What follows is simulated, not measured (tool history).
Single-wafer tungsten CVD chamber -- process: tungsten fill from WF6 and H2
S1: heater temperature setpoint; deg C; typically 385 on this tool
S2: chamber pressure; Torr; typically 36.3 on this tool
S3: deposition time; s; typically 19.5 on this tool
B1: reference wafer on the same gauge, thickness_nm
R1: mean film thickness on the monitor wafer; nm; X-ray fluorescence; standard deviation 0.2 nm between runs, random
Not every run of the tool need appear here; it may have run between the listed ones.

Run 1, hour 0.0: usual settings but S3 17.6 s; B1 53.152. Result: R1 39.525 nm.
Run 2, hour 69.1: usual settings but S3 17.6 s; B1 53.183. Result: R1 39.483 nm.
Run 3, hour 118.8: usual settings; B1 53.220. Result: R1 43.770 nm.
Run 4, hour 148.0: usual settings but S1 381 deg C, S2 38.7 Torr; B1 53.224. Result: R1 41.899 nm.
Run 5, hour 207.3: usual settings but S1 381 deg C, S2 38.7 Torr; B1 53.192. Result: R1 41.996 nm.
Run 6, hour 256.8: usual settings; B1 53.213. Result: R1 42.992 nm.
At hour 370.7: thermocouple changed; heater temperature recalibrated.
Run 7, hour 467.6: usual settings; B1 53.177. Result: R1 47.252 nm.
Run 8, hour 508.0: usual settings; B1 53.175. Result: R1 47.253 nm.
Run 9, hour 534.6: usual settings; B1 53.230. Result: R1 47.123 nm.
At hour 552.2: showerhead replaced.
Run 10, hour 579.2: usual settings but S1 378 deg C, S3 16.2 s; B1 53.232. Result: R1 34.438 nm.
Run 11, hour 631.9: usual settings but S1 397 deg C, S2 28.2 Torr, S3 18.5 s; B1 53.221. Result: R1 48.057 nm.
Run 12, hour 664.5: usual settings but S2 32.9 Torr, S3 22.9 s; B1 53.192. Result: R1 52.255 nm.
At hour 678.4: capacitance manometer re-zeroed and calibrated.
At hour 688.7: gauge calibrated.
Run 13, hour 716.7: usual settings but S3 20.6 s; B1 53.149. Result: R1 49.442 nm.
Run 14, hour 783.2: usual settings but S1 374 deg C, S2 27.3 Torr, S3 16.4 s; B1 53.254. Result: R1 27.884 nm.
Run 15, hour 827.1: usual settings but S1 395 deg C, S3 17.3 s; B1 53.205. Result: R1 49.136 nm.
Run 16, hour 864.7: usual settings but S2 27.4 Torr, S3 15.9 s; B1 53.205. Result: R1 32.851 nm.
Run 17, hour 897.1: usual settings but S3 17.6 s; B1 53.197. Result: R1 41.673 nm.

How would selected steps in R1 from run to run divide? Give the signed amount a tool lacking its hidden state would still show from settings, what came in and random variation, and the signed amount left for the hidden state, including any gauge scatter that is not in both of the compared results.
Hidden conditions of the tool in this case: wafer temperature above the value expected at the setpoint (K); true pressure above the setpoint (%); gauge reads high (%).
Run 6 -> 7: thermocouple changed; heater temperature recalibrated. R1 +4.260 nm: hidden state +3.833, all else +0.427.
Run 13 -> 14: S1 385 -> 374, S2 36.3 -> 27.3, S3 20.6 -> 16.4. R1 -21.558 nm: hidden state +0.033, all else -21.591.
